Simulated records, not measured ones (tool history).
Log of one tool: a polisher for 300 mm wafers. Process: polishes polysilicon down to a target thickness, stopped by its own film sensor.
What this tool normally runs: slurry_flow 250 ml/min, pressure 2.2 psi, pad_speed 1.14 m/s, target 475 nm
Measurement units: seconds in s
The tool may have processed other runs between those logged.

run    hour  slurry_flow  pressure  pad_speed  target  wafers since the last listed run  wafers polished on this pad  hours since the slurry nozzle was cleaned  hours since the head pressure was calibrated  incoming thickness of the incoming film, nm  seconds
  1       0          250       2.2       1.14     475                                 0                         3893                                      140.4                                          99.6                                        918.3     50.8
       78.5  -- worn pad replaced by a new one
  2   258.3          250       2.2       1.14     475                              2642                         1868                                      398.7                                         357.9                                          893       47
      318.3  -- slurry nozzle cleaned
      354.5  -- head pressure recalibrated
      437.4  -- worn pad replaced by a new one
  3   555.9          250       2.2       1.14     475                              3020                         1231                                      237.6                                         201.4                                        901.6     54.5
        789  -- head pressure recalibrated
  4   789.5          250       1.6       1.14     475                              2406                         3638                                      471.2                                           0.5                                        889.8     74.5
      837.1  -- slurry nozzle cleaned, repeated, since the last time left the tool worse
  5     847          250       1.6       1.14     475                               587                         4225                                        9.9                                            58                                        903.6     65.9
        912  -- worn pad replaced by a new one
  6   949.6          250       2.2       1.14     475                              1024                          390                                      112.5                                         160.6                                        894.9       48
  7  1011.9          250       2.2       1.14     475                               647                         1038                                      174.8                                         222.9                                        910.3     49.8
  8  1101.5          250       2.2       1.14     475                               931                         1969                                      264.4                                         312.5                                        906.8     50.5
  9  1152.5          250       2.2       1.14     475                               530                         2499                                      315.4                                         363.5                                        879.3     47.5
 10  1190.9          250       2.2       1.14     395                               399                         2898                                      353.8                                         401.9                                          891     58.3
       1257  -- head pressure recalibrated
 11    1291          300       2.5       0.84     475                              1019                         3917                                      453.9                                            34                                        899.8     57.7

Forecast run 12:
     1311.2  -- worn pad replaced by a new one
     1342.7  -- slurry nozzle cleaned
 12  1380.9          250       2.2       1.14     475                               882                          714                                       38.2                                         123.9                                        895.3        ?

Run 12 measured seconds 48.1 s.
On a tool with no hidden condition, and with the same random variation, this run would have come out at seconds 47.6 s.

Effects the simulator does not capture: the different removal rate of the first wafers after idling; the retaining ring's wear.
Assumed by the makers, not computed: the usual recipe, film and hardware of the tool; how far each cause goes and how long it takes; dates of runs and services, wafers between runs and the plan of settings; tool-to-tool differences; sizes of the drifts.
